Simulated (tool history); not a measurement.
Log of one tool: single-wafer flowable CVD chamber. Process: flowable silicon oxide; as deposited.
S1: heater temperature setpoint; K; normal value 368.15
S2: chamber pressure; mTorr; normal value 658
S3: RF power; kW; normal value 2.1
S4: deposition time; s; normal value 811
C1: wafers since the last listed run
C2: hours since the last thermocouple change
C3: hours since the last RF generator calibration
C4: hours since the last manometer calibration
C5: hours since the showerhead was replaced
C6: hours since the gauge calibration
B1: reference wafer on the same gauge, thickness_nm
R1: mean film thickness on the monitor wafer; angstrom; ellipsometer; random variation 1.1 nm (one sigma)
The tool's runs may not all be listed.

run 1 hour=0 | S1=368.15 S2=658 S3=2.1 S4=811 | C1=0 C2=1396.1 C3=2180.7 C4=2714.5 C5=5517.9 C6=280 | B1=373.742 | R1=4077.92
run 2 hour=24.1 | S1=368.15 S2=658 S3=2.1 S4=811 | C1=59 C2=1420.2 C3=2204.8 C4=2738.6 C5=5542 C6=304.1 | B1=374.175 | R1=4072.66
run 3 hour=51.9 | S1=368.15 S2=658 S3=2.1 S4=811 | C1=68 C2=1448 C3=2232.6 C4=2766.4 C5=5569.8 C6=331.9 | B1=374.552 | R1=4089.25
run 4 hour=74.5 | S1=368.15 S2=658 S3=2.1 S4=811 | C1=55 C2=1470.6 C3=2255.2 C4=2789 C5=5592.4 C6=354.5 | B1=374.875 | R1=4101.13
run 5 hour=105.5 | S1=368.15 S2=658 S3=2.1 S4=811 | C1=76 C2=1501.6 C3=2286.2 C4=2820 C5=5623.4 C6=385.5 | B1=375.355 | R1=4092.41
run 6 hour=157 | S1=368.15 S2=658 S3=2.1 S4=811 | C1=126 C2=1553.1 C3=2337.7 C4=2871.5 C5=5674.9 C6=437 | B1=375.706 | R1=4099.45
-- hour=225.4 capacitance manometer re-zeroed and calibrated
-- hour=226.3 gauge calibrated
-- hour=251.6 showerhead replaced
run 7 hour=252.1 | S1=368.15 S2=658 S3=2.1 S4=811 | C1=195 C2=1648.2 C3=2432.8 C4=26.7 C5=0.5 C6=25.8 | B1=369.199 | R1=4002.97
run 8 hour=262 | S1=368.15 S2=658 S3=2.1 S4=811 | C1=24 C2=1658.1 C3=2442.7 C4=36.6 C5=10.4 C6=35.7 | B1=369.034 | R1=4029.91
run 9 hour=285.1 | S1=357.15 S2=758 S3=1.81 S4=752 | C1=56 C2=1681.2 C3=2465.8 C4=59.7 C5=33.5 C6=58.8 | B1=369.622 | R1=5831.88
run 10 hour=298.5 | S1=368.15 S2=500 S3=2.34 S4=811 | C1=33 C2=1694.6 C3=2479.2 C4=73.1 C5=46.9 C6=72.2 | B1=369.586 | R1=3325.66
-- hour=329.2 RF generator calibrated
run 11 hour=329.7 | S1=374.15 S2=658 S3=2.39 S4=811 | C1=57 C2=1725.8 C3=0.5 C4=104.3 C5=78.1 C6=103.4 | B1=370.073 | R1=3351.38
-- hour=347.7 thermocouple changed; heater temperature recalibrated
run 12 hour=348.2 | S1=363.15 S2=611 S3=2.41 S4=960 | C1=25 C2=0.5 C3=19 C4=122.8 C5=96.6 C6=121.9 | B1=370.61 | R1=5504.2
run 13 hour=356.8 | S1=368.15 S2=658 S3=2.1 S4=811 | C1=21 C2=9.1 C3=27.6 C4=131.4 C5=105.2 C6=130.5 | B1=370.573 | R1=4054.68
run 14 hour=392.3 | S1=360.15 S2=722 S3=2.1 S4=811 | C1=87 C2=44.6 C3=63.1 C4=166.9 C5=140.7 C6=166 | B1=370.912 | R1=5707.09
run 15 hour=410.3 | S1=368.15 S2=658 S3=2.1 S4=811 | C1=44 C2=62.6 C3=81.1 C4=184.9 C5=158.7 C6=184 | B1=371.207 | R1=4041.54
run 16 hour=443.9 | S1=368.15 S2=658 S3=2.1 S4=811 | C1=82 C2=96.2 C3=114.7 C4=218.5 C5=192.3 C6=217.6 | B1=371.571 | R1=4045
run 17 hour=478 | S1=380.15 S2=578 S3=2.42 S4=726 | C1=84 C2=130.3 C3=148.8 C4=252.6 C5=226.4 C6=251.7 | B1=372.093 | R1=2203.4

5 options for the next run, each taken on its own from the tool as it stands now. Forecast them:
run A hour=478.6 | S1=368.15 S2=658 S3=2.1 S4=811 | C1=1 C2=130.9 C3=149.4 C4=253.2 C5=227 C6=252.3 | B1=? | R1=?
run B hour=478.6 | S1=368.15 S2=789 S3=1.79 S4=908 | C1=1 C2=130.9 C3=149.4 C4=253.2 C5=227 C6=252.3 | B1=? | R1=?
run C hour=478.6 | S1=377.15 S2=763 S3=2.465 S4=811 | C1=1 C2=130.9 C3=149.4 C4=253.2 C5=227 C6=252.3 | B1=? | R1=?
run D hour=478.6 | S1=373.15 S2=761 S3=2.32 S4=755 | C1=1 C2=130.9 C3=149.4 C4=253.2 C5=227 C6=252.3 | B1=? | R1=?
run E hour=478.6 | S1=368.15 S2=658 S3=2.36 S4=954 | C1=1 C2=130.9 C3=149.4 C4=253.2 C5=227 C6=252.3 | B1=? | R1=?

run=A B1=371.928 R1=4036.29
run=B B1=371.928 R1=5066.08
run=C B1=371.928 R1=3412.27
run=D B1=371.928 R1=3622.32
run=E B1=371.928 R1=4840.21
Without the tool's unlogged condition, the same runs would have read:
run=A R1=4013.17
run=B R1=5037.06
run=C R1=3392.72
run=D R1=3601.57
run=E R1=4812.48

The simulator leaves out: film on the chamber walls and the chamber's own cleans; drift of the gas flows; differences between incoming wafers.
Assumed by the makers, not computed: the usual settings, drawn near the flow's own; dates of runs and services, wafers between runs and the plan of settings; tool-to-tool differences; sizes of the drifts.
